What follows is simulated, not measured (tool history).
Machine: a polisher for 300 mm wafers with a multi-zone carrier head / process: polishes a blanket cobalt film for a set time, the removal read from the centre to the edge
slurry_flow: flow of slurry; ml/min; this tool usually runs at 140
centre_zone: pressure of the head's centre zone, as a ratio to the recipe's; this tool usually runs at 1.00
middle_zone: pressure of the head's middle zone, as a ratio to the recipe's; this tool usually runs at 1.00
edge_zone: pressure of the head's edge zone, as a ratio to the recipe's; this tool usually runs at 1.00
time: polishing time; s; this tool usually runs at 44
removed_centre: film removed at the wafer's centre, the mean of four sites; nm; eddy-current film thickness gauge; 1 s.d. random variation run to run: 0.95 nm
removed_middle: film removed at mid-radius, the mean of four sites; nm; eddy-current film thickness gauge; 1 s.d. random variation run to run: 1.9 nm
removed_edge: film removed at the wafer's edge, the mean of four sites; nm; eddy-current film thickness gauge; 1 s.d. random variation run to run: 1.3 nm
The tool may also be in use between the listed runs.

run	day	slurry_flow	centre_zone	middle_zone	edge_zone	time	incoming thickness of the incoming film, nm	removed_centre	removed_middle	removed_edge
1	0.000	140	1.00	1.00	1.00	44	1020.7	146.4	143.9	146.4
# day 1.025: slurry nozzle cleaned
2	1.362	140	1.00	1.00	1.00	44	1027.9	143.3	144.7	145.4
# day 1.808: worn pad replaced by a new one
3	2.504	140	1.00	1.00	1.00	44	1028.5	144.7	144.3	143.9
4	5.096	140	1.00	1.00	1.00	44	1028.9	141.5	142.2	146.8
5	10.475	155	1.00	1.00	0.91	44	1048.6	144.5	144.3	140.7
6	12.008	100	1.06	1.07	1.00	33	1024.4	102.2	105.4	103.8
7	13.983	105	1.00	1.00	1.09	44	1017.4	131.9	134.8	145.7
# day 18.183: worn pad replaced by a new one
8	22.546	140	1.12	0.95	0.92	53	1016.5	185.6	167.3	169.0
9	24.871	90	1.10	0.90	1.04	44	1034.0	133.7	119.2	138.7
10	26.675	140	1.00	1.00	0.91	31	1013.0	98.4	102.0	97.7
# day 27.071: edge zone pressure recalibrated
11	29.612	140	1.00	1.00	1.00	44	1025.4	139.2	140.7	146.8
12	31.604	140	1.00	1.00	1.00	44	1031.4	139.9	145.1	142.9
13	33.608	180	1.00	0.94	1.00	44	1021.8	148.0	140.6	151.6
14	35.258	140	1.00	1.00	0.91	44	1040.3	140.0	142.8	138.9
# day 36.012: slurry nozzle cleaned
# day 36.675: worn pad replaced by a new one
15	37.658	140	1.04	1.09	1.00	44	1012.0	145.3	152.9	147.8
16	40.575	140	1.00	1.00	0.91	31	1028.4	98.0	101.7	99.4
17	41.729	105	1.00	1.00	1.00	50	1031.8	146.7	154.7	160.8
18	43.992	140	0.89	1.00	0.95	44	1023.5	127.0	143.3	140.0
19	46.600	140	1.00	1.00	1.00	44	1011.7	138.3	143.5	146.1
20	48.688	165	0.93	1.00	1.00	44	1017.3	134.0	152.1	146.4
# day 50.046: centre zone pressure recalibrated
21	51.379	140	1.00	1.00	1.00	44	1028.6	146.8	143.1	145.9
22	53.125	140	1.00	1.07	1.00	44	1041.3	143.7	149.4	144.9

What if the next run were any one of these 4? Each begins from the tool's condition after run 22:
A	53.142	140	1.00	1.00	1.00	44	1031.1	?	?	?
B	53.142	185	1.00	0.96	0.92	58	1031.1	?	?	?
C	53.142	140	1.00	1.00	1.00	35	1031.1	?	?	?
D	53.142	140	1.00	1.00	0.94	44	1031.1	?	?	?

run	removed_centre	removed_middle	removed_edge
A	145.1	141.4	149.3
B	202.3	189.3	196.2
C	115.4	112.5	118.7
D	145.1	141.4	144.9
With the hidden condition removed and each run's random variation left untouched, the same runs would have given:
run	removed_centre	removed_middle	removed_edge
A	146.2	141.4	149.3
B	203.8	189.3	196.2
C	116.3	112.5	118.7
D	146.2	141.4	144.9
